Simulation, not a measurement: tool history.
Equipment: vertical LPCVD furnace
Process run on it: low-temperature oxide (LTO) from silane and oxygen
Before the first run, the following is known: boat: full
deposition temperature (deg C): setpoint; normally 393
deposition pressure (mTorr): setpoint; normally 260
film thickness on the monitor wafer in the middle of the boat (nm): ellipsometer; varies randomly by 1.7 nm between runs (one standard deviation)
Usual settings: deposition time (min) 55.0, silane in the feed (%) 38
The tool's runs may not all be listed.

run,hour,deposition temperature (deg C),deposition pressure (mTorr),deposition time (min),silane in the feed (%),wafers since the last listed run,hours since the last temperature calibration,hours since the pressure gauge was zeroed,hours since the silane flow controller was replaced,hours since the gauge calibration,"read-back reference wafer on the same gauge, thickness",film thickness on the monitor wafer in the middle of the boat (nm)
1,0.0,393,260,66.0,38,0,2514.5,1052.7,5375.1,399.9,494.10,646.58
2,64.6,393,260,66.0,38,442,2579.1,1117.3,5439.7,464.5,494.20,649.24
3,125.5,393,260,66.0,38,416,2640.0,1178.2,5500.6,525.4,493.92,655.75
4,197.6,393,260,55.0,38,493,2712.1,1250.3,5572.7,597.5,493.70,546.68
5,262.7,393,260,55.0,38,445,2777.2,1315.4,5637.8,662.6,493.83,548.43
6,302.6,393,260,55.0,38,273,2817.1,1355.3,5677.7,702.5,493.96,548.84
7,410.1,393,260,55.0,38,735,2924.6,1462.8,5785.2,810.0,493.56,550.55
# hour 492.1: silane flow controller replaced
8,492.6,393,260,55.0,38,400,3007.1,1545.3,0.5,892.5,493.94,552.79
9,522.2,393,260,55.0,38,202,3036.7,1574.9,30.1,922.1,494.37,551.73
10,602.8,393,260,55.0,38,551,3117.3,1655.5,110.7,1002.7,494.79,557.50
# hour 698.1: pressure gauge zeroed
11,719.2,393,260,55.0,43,632,3233.7,21.1,227.1,1119.1,493.75,634.72
12,814.7,393,260,55.0,38,653,3329.2,116.6,322.6,1214.6,494.00,545.75
13,989.5,384,260,55.0,38,1196,3504.0,291.4,497.4,1389.4,493.30,489.22
14,1066.3,393,195,55.0,43,525,3580.8,368.2,574.2,1466.2,494.08,478.47
15,1118.8,384,325,43.5,44,359,3633.3,420.7,626.7,1518.7,493.42,578.59
16,1184.0,393,260,72.0,43,446,3698.5,485.9,691.9,1583.9,494.09,830.93
# hour 1221.2: gauge calibrated
17,1256.2,387,260,55.0,42,494,3770.7,558.1,764.1,35.0,493.26,576.71
# hour 1281.1: thermocouples replaced and temperature profile calibrated
18,1307.3,393,260,60.5,38,185,26.2,609.2,815.2,86.1,494.28,601.10
19,1409.3,393,260,72.0,43,698,128.2,711.2,917.2,188.1,493.74,832.00
20,1454.8,387,260,55.0,42,311,173.7,756.7,962.7,233.6,494.63,576.66
21,1510.6,393,280,71.5,38,381,229.5,812.5,1018.5,289.4,493.75,774.42
22,1607.0,393,195,55.0,43,659,325.9,908.9,1114.9,385.8,493.79,484.07

3 options for the next run, each taken on its own from the tool as it stands now. Forecast them:
A,1612.7,393,260,71.0,38,39,331.6,914.6,1120.6,391.5,?,?
B,1612.7,386,260,55.0,38,39,331.6,914.6,1120.6,391.5,?,?
C,1612.7,393,280,55.0,38,39,331.6,914.6,1120.6,391.5,?,?

run,"read-back reference wafer on the same gauge, thickness",film thickness on the monitor wafer in the middle of the boat (nm)
A,494.26,711.86
B,494.26,508.16
C,494.26,593.11
Stripped of hidden state, with their random variation kept, the same runs would have yielded:
run,film thickness on the monitor wafer in the middle of the boat (nm)
A,699.26
B,499.17
C,583.34
